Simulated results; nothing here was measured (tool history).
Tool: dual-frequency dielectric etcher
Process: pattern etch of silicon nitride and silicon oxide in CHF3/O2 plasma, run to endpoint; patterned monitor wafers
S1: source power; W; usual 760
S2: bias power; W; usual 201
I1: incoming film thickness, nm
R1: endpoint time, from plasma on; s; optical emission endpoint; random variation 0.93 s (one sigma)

run,day,S1,S2,I1,R1
1,0.000,760,171,199.6,125.4
2,2.900,760,201,200.5,121.6
3,4.471,760,201,199.7,120.2
# day 6.033: wet clean of the chamber
4,6.054,760,201,196.2,121.3
5,7.808,760,201,198.9,120.9
6,9.904,760,201,196.8,121.3
7,11.288,760,201,199.4,119.9
8,13.267,760,201,197.0,120.3
9,15.196,680,201,197.7,127.8
10,17.808,760,201,199.3,121.9
11,18.942,760,201,196.4,118.3
12,20.567,760,201,202.0,124.0
13,21.950,760,201,196.9,119.6
14,24.058,760,201,198.8,122.5
15,25.354,760,201,198.5,120.5
16,26.762,760,201,200.8,122.8
# day 27.942: bias power generator calibrated
17,28.371,760,201,196.5,120.6
18,30.779,760,201,196.9,120.0
19,32.125,940,201,197.8,111.2
# day 33.700: source power generator calibrated
# day 34.100: wet clean of the chamber
20,34.329,760,201,196.8,120.0
# day 36.554: upper electrode replaced
21,37.125,830,230,197.8,113.6
22,40.088,590,201,198.1,134.6
23,42.671,760,219,199.1,120.0
24,48.088,710,201,198.4,125.5
25,49.383,760,151,199.1,126.7
26,50.829,630,179,200.3,134.7
27,52.821,620,231,198.9,130.5
28,55.475,760,201,195.8,119.4
# day 57.088: wet clean of the chamber
29,57.608,760,201,198.3,122.6
30,60.129,570,186,197.2,137.9
31,62.762,760,201,195.7,120.7
32,69.717,650,188,196.2,129.6
33,71.654,900,186,197.9,113.3
34,72.825,910,156,195.9,114.9

The tool's hidden state at each run:
etch rate over this chamber's usual, %: 0 in every run
source power that arrives over what is set, %: 0 in every run
bias power that arrives over what is set, %: 0 in every run
